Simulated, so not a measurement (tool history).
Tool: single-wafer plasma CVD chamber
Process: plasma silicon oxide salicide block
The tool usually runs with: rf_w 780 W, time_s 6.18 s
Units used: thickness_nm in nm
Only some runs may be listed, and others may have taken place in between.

run	hour	rf_w	time_s	wafers since the last listed run	hours since the last RF generator calibration	hours since the showerhead was replaced	hours since the gauge calibration	read-back reference wafer on the same gauge, thickness_nm	thickness_nm
1	0	780	6.18	0	910.3	3858.3	16.2	80.815	68.178
2	18.6	780	6.18	558	928.9	3876.9	34.8	80.872	68.325
3	49.1	780	6.18	916	959.4	3907.4	65.3	80.824	68.166
4	74.8	780	6.18	772	985.1	3933.1	91	80.783	68.207
5	103.4	780	6.18	859	1013.7	3961.7	119.6	80.808	68.153
6	116	780	6.18	378	1026.3	3974.3	132.2	80.793	68.158
7	132.2	780	6.18	486	1042.5	3990.5	148.4	80.864	68.067
8	145.5	780	6.18	399	1055.8	4003.8	161.7	80.772	68.03
9	163.9	820	6.18	552	1074.2	4022.2	180.1	80.781	68.706
10	190.3	860	5.75	793	1100.6	4048.6	206.5	80.762	64.534
11	221.3	675	6.18	931	1131.6	4079.6	237.5	80.803	66.019
# hour 248.6: showerhead replaced
# hour 263.5: RF generator calibrated
12	264	780	6.18	802	0.5	15.4	280.2	80.8	69.178
13	279.5	780	6.18	465	16	30.9	295.7	80.839	69.178

Run 14 is up next; what results do you expect?
14	302.4	900	6.92	688	38.9	53.8	318.6	?	?

Run 14 measured read-back reference wafer on the same gauge, thickness_nm 80.749, thickness_nm 79.82 nm.
The same run, on a tool lacking any hidden state, would have yielded thickness_nm 79.891 nm.
